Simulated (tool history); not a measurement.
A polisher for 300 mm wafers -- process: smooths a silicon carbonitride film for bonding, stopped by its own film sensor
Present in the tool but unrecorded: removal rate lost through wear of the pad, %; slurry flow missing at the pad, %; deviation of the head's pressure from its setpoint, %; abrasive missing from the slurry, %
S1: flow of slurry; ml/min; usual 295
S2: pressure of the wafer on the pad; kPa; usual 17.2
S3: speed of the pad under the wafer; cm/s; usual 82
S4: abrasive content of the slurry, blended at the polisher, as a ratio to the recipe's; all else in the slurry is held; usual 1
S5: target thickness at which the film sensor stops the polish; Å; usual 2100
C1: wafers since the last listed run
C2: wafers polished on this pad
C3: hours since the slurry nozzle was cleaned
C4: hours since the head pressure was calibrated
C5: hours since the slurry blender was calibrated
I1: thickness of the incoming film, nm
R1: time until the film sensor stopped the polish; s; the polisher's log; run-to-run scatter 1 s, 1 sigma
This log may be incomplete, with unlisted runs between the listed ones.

Run 1, hour 0: usual settings but S5 2050 Å; C1 0; C2 311; C3 192; C4 705.7; C5 495.1; I1 227.1. Result: R1 76.6 s.
At hour 13.1: head pressure recalibrated.
At hour 14.6: slurry blender recalibrated.
Run 2, hour 68.3: usual settings; C1 342; C2 654; C3 260.3; C4 55.2; C5 53.7; I1 232.7. Result: R1 73.4 s.
Run 3, hour 116.6: usual settings; C1 255; C2 909; C3 308.6; C4 103.5; C5 102; I1 230. Result: R1 65.7 s.
Run 4, hour 158.9: usual settings; C1 223; C2 1133; C3 350.9; C4 145.8; C5 144.3; I1 234.6. Result: R1 82.2 s.
Run 5, hour 204: usual settings but S1 270 ml/min, S2 20.7 kPa; C1 238; C2 1372; C3 396; C4 190.9; C5 189.4; I1 228.3. Result: R1 52.9 s.
At hour 224.4: slurry nozzle cleaned.
Run 6, hour 268.8: usual settings but S1 270 ml/min, S2 20.7 kPa; C1 337; C2 1709; C3 44.4; C4 255.7; C5 254.2; I1 230.6. Result: R1 59.5 s.
Run 7, hour 319.8: usual settings but S1 270 ml/min, S2 20.7 kPa; C1 269; C2 1979; C3 95.4; C4 306.7; C5 305.2; I1 228.9. Result: R1 55.9 s.
Run 8, hour 369.1: usual settings but S5 2140 Å; C1 260; C2 2240; C3 144.7; C4 356; C5 354.5; I1 231.4. Result: R1 59.9 s.
At hour 420.5: worn pad replaced by a new one.
Run 9, hour 421: usual settings but S1 375 ml/min, S3 60 cm/s, S4 0.8; C1 253; C2 2; C3 196.6; C4 407.9; C5 406.4; I1 234.3. Result: R1 132.9 s.
Run 10, hour 480.6: usual settings but S5 2040 Å; C1 315; C2 317; C3 256.2; C4 467.5; C5 466; I1 232. Result: R1 96.9 s.
At hour 505: slurry blender recalibrated.
Run 11, hour 507.6: usual settings but S1 205 ml/min, S2 13.1 kPa, S3 108 cm/s, S5 2070 Å; C1 132; C2 449; C3 283.2; C4 494.5; C5 2.6; I1 231.5. Result: R1 83 s.
Run 12, hour 558.8: usual settings but S1 340 ml/min, S4 0.8; C1 270; C2 720; C3 334.4; C4 545.7; C5 53.8; I1 227.2. Result: R1 64.3 s.
Run 13, hour 583.2: usual settings; C1 129; C2 849; C3 358.8; C4 570.1; C5 78.2; I1 229.5. Result: R1 62.7 s.
Run 14, hour 621.5: usual settings but S1 220 ml/min, S2 13.1 kPa, S3 62 cm/s, S4 1.15; C1 202; C2 1052; C3 397.1; C4 608.4; C5 116.5; I1 227.4. Result: R1 84.5 s.
At hour 640.1: slurry nozzle cleaned.
Run 15, hour 660.9: usual settings but S1 330 ml/min, S3 98 cm/s, S4 0.75, S5 2130 Å; C1 203; C2 1255; C3 20.8; C4 647.8; C5 155.9; I1 226.8. Result: R1 49.4 s.
Run 16, hour 692.5: usual settings but S1 235 ml/min, S2 22.1 kPa, S4 0.8, S5 2130 Å; C1 167; C2 1422; C3 52.4; C4 679.4; C5 187.5; I1 229.3. Result: R1 54.4 s.
Run 17, hour 719.6: usual settings; C1 143; C2 1566; C3 79.5; C4 706.5; C5 214.6; I1 230.2. Result: R1 70.3 s.
Run 18, hour 778.3: usual settings but S3 62 cm/s; C1 310; C2 1876; C3 138.2; C4 765.2; C5 273.3; I1 228.2. Result: R1 77.8 s.
Run 19, hour 809.4: usual settings but S3 88 cm/s; C1 164; C2 2041; C3 169.3; C4 796.3; C5 304.4; I1 230.1. Result: R1 66.1 s.
Run 20, hour 866.9: usual settings; C1 304; C2 2345; C3 226.8; C4 853.8; C5 361.9; I1 229.3. Result: R1 67.3 s.
At hour 881.7: worn pad replaced by a new one.
At hour 927.8: head pressure recalibrated.
Run 21, hour 937.7: usual settings but S1 360 ml/min, S2 22.8 kPa; C1 342; C2 285; C3 297.6; C4 9.9; C5 432.7; I1 234.2. Result: R1 64.3 s.
At hour 999.6: slurry blender recalibrated.
Run 22, hour 1006.5: usual settings but S2 14.5 kPa; C1 353; C2 639; C3 366.4; C4 78.7; C5 6.9; I1 230.6. Result: R1 78.5 s.
Run 23, hour 1044.5: usual settings but S1 385 ml/min, S4 0.75; C1 201; C2 840; C3 404.4; C4 116.7; C5 44.9; I1 231.5. Result: R1 88.9 s.
Run 24, hour 1093.4: usual settings but S2 21.4 kPa, S3 102 cm/s, S4 0.75, S5 2150 Å; C1 258; C2 1098; C3 453.3; C4 165.6; C5 93.8; I1 229.8. Result: R1 44.9 s.
At hour 1123.8: slurry nozzle cleaned.
Run 25, hour 1124.3: usual settings but S3 88 cm/s; C1 158; C2 1257; C3 0.5; C4 196.5; C5 124.7; I1 230.4. Result: R1 62 s.
Run 26, hour 1148.3: usual settings; C1 126; C2 1383; C3 24.5; C4 220.5; C5 148.7; I1 226.8. Result: R1 58.6 s.
Run 27, hour 1209.9: usual settings but S3 104 cm/s; C1 325; C2 1709; C3 86.1; C4 282.1; C5 210.3; I1 227.8. Result: R1 49.5 s.
Run 28, hour 1275.2: usual settings; C1 345; C2 2055; C3 151.4; C4 347.4; C5 275.6; I1 229.2. Result: R1 65.1 s.
Run 29, hour 1344.5: usual settings but S4 1.15; C1 366; C2 2421; C3 220.7; C4 416.7; C5 344.9; I1 233.6. Result: R1 72.4 s.
At hour 1372.9: worn pad replaced by a new one.
Run 30, hour 1397.9: usual settings but S1 365 ml/min, S3 92 cm/s, S4 1.1, S5 2130 Å; C1 261; C2 132; C3 274.1; C4 470.1; C5 398.3; I1 225.5. Result: R1 35.5 s.
Run 31, hour 1460.4: usual settings; C1 330; C2 462; C3 336.6; C4 532.6; C5 460.8; I1 232.9. Result: R1 81.1 s.

Exercise: give the hidden state of the tool at every run:
removal rate lost through wear of the pad, %: 0 on each run
slurry flow missing at the pad, %: 0 on each run
deviation of the head's pressure from its setpoint, %: 0 on each run
H1: abrasive missing from the slurry, %
run     H1
  1   14.4
  2   3.81
  3   6.21
  4   7.77
  5   9.03
  6   10.3
  7     11
  8   11.5
  9   11.8
 10   12.1
 11  0.476
 12   3.98
 13   5.28
 14   6.96
 15    8.3
 16   9.15
 17   9.76
 18   10.8
 19   11.2
 20   11.7
 21   12.1
 22   1.71
 23   4.34
 24   6.91
 25   8.16
 26   8.97
 27   10.6
 28   11.7
 29   12.5
 30   12.8
 31   13.2
